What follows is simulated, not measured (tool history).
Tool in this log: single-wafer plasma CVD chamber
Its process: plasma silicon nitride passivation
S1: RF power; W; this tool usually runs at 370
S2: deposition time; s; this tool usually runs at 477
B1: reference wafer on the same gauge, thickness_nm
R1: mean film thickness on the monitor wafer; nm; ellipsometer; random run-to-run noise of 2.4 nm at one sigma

{"run": 1, "day": 0.0, "S1": 370, "S2": 477, "B1": 834.643, "R1": 720.485}
{"run": 2, "day": 1.233, "S1": 370, "S2": 477, "B1": 834.201, "R1": 720.674}
{"run": 3, "day": 2.296, "S1": 370, "S2": 477, "B1": 833.804, "R1": 721.773}
{"run": 4, "day": 3.462, "S1": 370, "S2": 477, "B1": 835.159, "R1": 718.552}
{"run": 5, "day": 4.892, "S1": 370, "S2": 477, "B1": 834.601, "R1": 721.976}
{"run": 6, "day": 7.121, "S1": 370, "S2": 477, "B1": 835.174, "R1": 719.993}
{"run": 7, "day": 8.292, "S1": 370, "S2": 477, "B1": 834.68, "R1": 724.38}
{"run": 8, "day": 10.546, "S1": 370, "S2": 477, "B1": 834.586, "R1": 720.824}
{"run": 9, "day": 13.017, "S1": 370, "S2": 477, "B1": 835.354, "R1": 720.147}
{"run": 10, "day": 14.154, "S1": 370, "S2": 477, "B1": 835.191, "R1": 717.022}
{"run": 11, "day": 20.662, "S1": 420, "S2": 477, "B1": 834.899, "R1": 741.214}
{"run": 12, "day": 22.254, "S1": 420, "S2": 477, "B1": 835.347, "R1": 738.597}
{"run": 13, "day": 23.629, "S1": 420, "S2": 477, "B1": 835.291, "R1": 738.645}
{"run": 14, "day": 26.017, "S1": 425, "S2": 515, "B1": 834.897, "R1": 804.873}
{"run": 15, "day": 28.596, "S1": 425, "S2": 515, "B1": 835.436, "R1": 804.507}
{"run": 16, "day": 30.467, "S1": 425, "S2": 515, "B1": 835.501, "R1": 795.809}
{"run": 17, "day": 32.871, "S1": 370, "S2": 477, "B1": 835.113, "R1": 716.485}
{"run": 18, "day": 34.921, "S1": 370, "S2": 477, "B1": 834.761, "R1": 716.375}
{"run": 19, "day": 37.738, "S1": 370, "S2": 477, "B1": 835.777, "R1": 716.059}
{"run": 20, "day": 40.15, "S1": 370, "S2": 477, "B1": 835.081, "R1": 719.224}
{"run": 21, "day": 42.512, "S1": 430, "S2": 414, "B1": 834.899, "R1": 643.8}
{"run": 22, "day": 43.846, "S1": 350, "S2": 436, "B1": 835.278, "R1": 646.541}
{"run": 23, "day": 45.583, "S1": 400, "S2": 415, "B1": 835.2, "R1": 634.396}
{"day": 46.438, "done": "gauge calibrated"}
{"day": 46.558, "done": "showerhead replaced"}
{"run": 24, "day": 48.412, "S1": 330, "S2": 441, "B1": 835.29, "R1": 640.49}
{"run": 25, "day": 49.812, "S1": 410, "S2": 506, "B1": 835.254, "R1": 778.159}
{"run": 26, "day": 52.496, "S1": 420, "S2": 568, "B1": 834.472, "R1": 873.248}
{"run": 27, "day": 57.421, "S1": 370, "S2": 411, "B1": 835.224, "R1": 613.463}
{"run": 28, "day": 60.217, "S1": 370, "S2": 477, "B1": 835.443, "R1": 715.426}
{"run": 29, "day": 61.983, "S1": 300, "S2": 404, "B1": 835.081, "R1": 575.121}
{"run": 30, "day": 63.221, "S1": 370, "S2": 477, "B1": 835.0, "R1": 708.573}
{"run": 31, "day": 65.388, "S1": 370, "S2": 477, "B1": 835.572, "R1": 713.348}
{"day": 68.012, "done": "RF generator calibrated"}
{"run": 32, "day": 68.033, "S1": 315, "S2": 569, "B1": 834.854, "R1": 834.623}
{"run": 33, "day": 70.871, "S1": 300, "S2": 395, "B1": 835.034, "R1": 571.0}
{"run": 34, "day": 73.696, "S1": 330, "S2": 544, "B1": 834.213, "R1": 804.102}
{"run": 35, "day": 75.725, "S1": 300, "S2": 477, "B1": 834.833, "R1": 688.1}
{"run": 36, "day": 77.179, "S1": 370, "S2": 477, "B1": 835.135, "R1": 717.962}
{"run": 37, "day": 79.088, "S1": 370, "S2": 571, "B1": 834.867, "R1": 865.157}
{"run": 38, "day": 80.438, "S1": 370, "S2": 477, "B1": 835.148, "R1": 721.064}
{"run": 39, "day": 82.542, "S1": 400, "S2": 523, "B1": 835.66, "R1": 807.775}
{"run": 40, "day": 85.079, "S1": 370, "S2": 418, "B1": 835.473, "R1": 629.653}
{"run": 41, "day": 86.483, "S1": 335, "S2": 448, "B1": 834.802, "R1": 662.159}

Run by run, hidden condition taken away, random variation retained:
Hidden state present: delivered RF power above the setpoint (%); gauge reads high (%).
run=1 R1=721.650
run=2 R1=721.928
run=3 R1=723.111
run=4 R1=719.979
run=5 R1=723.532
run=6 R1=721.753
run=7 R1=726.267
run=8 R1=722.941
run=9 R1=722.547
run=10 R1=719.549
run=11 R1=744.743
run=12 R1=742.362
run=13 R1=742.633
run=14 R1=809.662
run=15 R1=809.800
run=16 R1=801.426
run=17 R1=722.005
run=18 R1=722.307
run=19 R1=722.582
run=20 R1=726.314
run=21 R1=650.638
run=22 R1=653.697
run=23 R1=641.796
run=24 R1=648.608
run=25 R1=788.425
run=26 R1=885.663
run=27 R1=623.410
run=28 R1=727.886
run=29 R1=585.588
run=30 R1=721.867
run=31 R1=727.450
run=32 R1=836.121
run=33 R1=572.037
run=34 R1=805.613
run=35 R1=689.441
run=36 R1=719.407
run=37 R1=866.985
run=38 R1=722.647
run=39 R1=809.668
run=40 R1=631.259
run=41 R1=663.935
